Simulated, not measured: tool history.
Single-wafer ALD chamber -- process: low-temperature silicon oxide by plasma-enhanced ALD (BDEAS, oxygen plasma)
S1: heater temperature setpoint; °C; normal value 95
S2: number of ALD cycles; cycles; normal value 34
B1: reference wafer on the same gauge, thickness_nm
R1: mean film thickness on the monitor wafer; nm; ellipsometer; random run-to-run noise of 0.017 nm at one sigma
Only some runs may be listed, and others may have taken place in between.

run     day   S1  S2     B1     R1
  1   0.000   95  34  5.760  4.738
  2   0.888   95  34  5.767  4.771
  3   1.504   95  34  5.765  4.731
  4   2.625   95  34  5.761  4.757
  5   3.562   95  34  5.755  4.729
  6   4.271   95  34  5.750  4.741
  7   5.046   95  38  5.756  5.284
  8   6.267   88  34  5.755  4.865
  9   7.717   88  34  5.758  4.879
 10   8.958   88  34  5.763  4.833
 11   9.833   95  34  5.759  4.755
 12  10.371   95  34  5.758  4.735
 13  10.888   95  34  5.766  4.716
 14  11.821   95  34  5.763  4.718
 15  12.871   87  34  5.759  4.886
 16  14.083   87  34  5.770  4.896
 17  17.129   87  34  5.769  4.854
 18  18.525   95  34  5.763  4.707
 19  19.408   95  34  5.763  4.715
 20  20.417   84  34  5.755  4.927
 21  21.500   95  34  5.765  4.693
 22  22.325  101  36  5.774  4.917
 23  23.458   95  34  5.761  4.696
 24  24.421   87  38  5.764  5.425
 25  25.075   89  28  5.763  3.953
 26  26.392   86  31  5.759  4.446
     27.533  -- thermocouple changed; heater temperature recalibrated
 27  27.554   95  34  5.761  4.785
 28  28.250  100  31  5.761  4.287
 29  28.929   95  34  5.773  4.787
 30  29.562   95  34  5.750  4.799
 31  30.579   84  32  5.760  4.674
 32  31.092  109  34  5.755  4.594
 33  32.538   95  34  5.757  4.753
     33.525  -- gauge calibrated
 34  36.421   82  29  5.760  4.265
 35  37.046   90  31  5.757  4.396
 36  37.946   95  34  5.772  4.718
 37  39.212  109  28  5.765  3.762

What does the tool deliver on the next run?
 38  40.429  95  28   ?   ?

{"run 38": {"B1": 5.754, "R1": 3.92}}
Take away the tool's hidden state, keep the run-to-run variation as it was, and the same run would have given R1 3.979 nm.
